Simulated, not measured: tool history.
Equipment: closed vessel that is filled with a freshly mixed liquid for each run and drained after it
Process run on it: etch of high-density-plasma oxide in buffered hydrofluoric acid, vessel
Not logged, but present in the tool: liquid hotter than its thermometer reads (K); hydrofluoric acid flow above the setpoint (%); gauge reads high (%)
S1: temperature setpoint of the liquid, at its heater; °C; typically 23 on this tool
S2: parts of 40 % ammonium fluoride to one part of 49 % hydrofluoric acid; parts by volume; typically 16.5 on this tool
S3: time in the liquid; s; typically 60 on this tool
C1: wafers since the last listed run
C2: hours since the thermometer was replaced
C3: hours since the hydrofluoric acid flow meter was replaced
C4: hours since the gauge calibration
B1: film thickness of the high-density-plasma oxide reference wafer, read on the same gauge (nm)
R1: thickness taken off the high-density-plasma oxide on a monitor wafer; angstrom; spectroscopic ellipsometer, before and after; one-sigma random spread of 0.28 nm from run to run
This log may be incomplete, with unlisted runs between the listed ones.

| run | day | S1 | S2 | S3 | C1 | C2 | C3 | C4 | B1 | R1 |
|---|---|---|---|---|---|---|---|---|---|---|
| 1 | 0 | 23 | 16.5 | 60 | 0 | 2100.6 | 336.1 | 355.5 | 149.97 | 448.6 |
| 2 | 0.421 | 23 | 16.5 | 60 | 830 | 2110.7 | 346.2 | 365.6 | 150 | 450.5 |
| 3 | 1.158 | 23 | 16.5 | 60 | 1456 | 2128.4 | 363.9 | 383.3 | 150 | 450.8 |
| 4 | 1.471 | 23 | 16.5 | 75 | 617 | 2135.9 | 371.4 | 390.8 | 150 | 559.7 |
| 5 | 1.742 | 23 | 16.5 | 60 | 534 | 2142.4 | 377.9 | 397.3 | 150.01 | 447.7 |
| 6 | 2.417 | 23 | 14 | 60 | 1332 | 2158.6 | 394.1 | 413.5 | 150 | 535.3 |
| 7 | 3.129 | 23 | 14 | 60 | 1406 | 2175.7 | 411.2 | 430.6 | 149.98 | 530.7 |
| 8 | 4.421 | 23 | 16.5 | 60 | 2550 | 2206.7 | 442.2 | 461.6 | 150.01 | 452.2 |
| 9 | 5.521 | 23 | 16.5 | 60 | 2172 | 2233.1 | 468.6 | 488 | 150 | 457.8 |
| 10 | 5.862 | 23 | 16.5 | 60 | 674 | 2241.3 | 476.8 | 496.2 | 150.02 | 456.1 |
|  | 5.988 | thermometer replaced |
| 11 | 6.204 | 23 | 16.5 | 60 | 592 | 5.2 | 485 | 504.4 | 150.01 | 450.6 |
|  | 6.517 | gauge calibrated |
|  | 6.875 | hydrofluoric acid flow meter replaced |
| 12 | 6.942 | 23 | 16.5 | 60 | 1374 | 22.9 | 1.6 | 10.2 | 150.01 | 421.6 |
| 13 | 7.258 | 20.5 | 16.5 | 60 | 625 | 30.5 | 9.2 | 17.8 | 150.01 | 373.2 |
| 14 | 7.904 | 23 | 16.5 | 60 | 1275 | 46 | 24.7 | 33.3 | 150.01 | 423.6 |
| 15 | 8.392 | 18.5 | 20.5 | 75 | 962 | 57.7 | 36.4 | 45 | 149.99 | 331.1 |
| 16 | 8.825 | 23 | 11 | 45 | 855 | 68.1 | 46.8 | 55.4 | 149.99 | 479.9 |
| 17 | 9.275 | 23 | 20.5 | 60 | 888 | 78.9 | 57.6 | 66.2 | 149.99 | 342.5 |
| 18 | 9.608 | 23 | 16.5 | 75 | 658 | 86.9 | 65.6 | 74.2 | 150.01 | 526.4 |
| 19 | 10.033 | 23 | 16.5 | 60 | 839 | 97.1 | 75.8 | 84.4 | 149.98 | 427.7 |
| 20 | 10.75 | 23 | 16.5 | 60 | 1415 | 114.3 | 93 | 101.6 | 149.98 | 429.3 |
| 21 | 11.083 | 21 | 11.5 | 85 | 658 | 122.3 | 101 | 109.6 | 149.99 | 763.6 |
| 22 | 11.7 | 23 | 12.5 | 35 | 1217 | 137.1 | 115.8 | 124.4 | 149.99 | 328.9 |
| 23 | 12.071 | 25.5 | 12 | 45 | 732 | 146 | 124.7 | 133.3 | 149.98 | 501.5 |
| 24 | 12.367 | 23 | 16.5 | 60 | 584 | 153.1 | 131.8 | 140.4 | 149.99 | 431.5 |
| 25 | 13.079 | 25 | 16.5 | 60 | 1406 | 170.2 | 148.9 | 157.5 | 149.99 | 489 |
| 26 | 13.558 | 23 | 22.5 | 60 | 946 | 181.7 | 160.4 | 169 | 149.99 | 325.6 |
| 27 | 14.2 | 23 | 16.5 | 35 | 1267 | 197.1 | 175.8 | 184.4 | 149.98 | 253.4 |
| 28 | 14.921 | 23 | 16.5 | 60 | 1423 | 214.4 | 193.1 | 201.7 | 150.01 | 433.4 |
| 29 | 15.55 | 18.5 | 16.5 | 95 | 1242 | 229.5 | 208.2 | 216.8 | 149.98 | 540.1 |
| 30 | 16.296 | 23 | 16.5 | 60 | 1472 | 247.4 | 226.1 | 234.7 | 150.01 | 441.5 |
| 31 | 17.338 | 23 | 16.5 | 70 | 2056 | 272.4 | 251.1 | 259.7 | 149.99 | 517.3 |
| 32 | 18.038 | 23 | 16.5 | 60 | 1382 | 289.2 | 267.9 | 276.5 | 150.02 | 442.7 |

Consider 4 possible next runs. They are alternatives, not a sequence: every one starts from the tool as it was left by run 32. What does each give?
| A | 18.067 | 18.5 | 16.5 | 60 | 57 | 289.9 | 268.6 | 277.2 | ? | ? |
| B | 18.067 | 26.5 | 22 | 50 | 57 | 289.9 | 268.6 | 277.2 | ? | ? |
| C | 18.067 | 20 | 13 | 30 | 57 | 289.9 | 268.6 | 277.2 | ? | ? |
| D | 18.067 | 25.5 | 16.5 | 70 | 57 | 289.9 | 268.6 | 277.2 | ? | ? |

| run | B1 | R1 |
|---|---|---|
| A | 150.01 | 350.2 |
| B | 150.01 | 344.9 |
| C | 150.01 | 240.8 |
| D | 150.01 | 602 |
Stripped of hidden state, with their random variation kept, the same runs would have yielded:
| run | R1 |
|---|---|
| A | 328 |
| B | 329.4 |
| C | 225.6 |
| D | 563.8 |
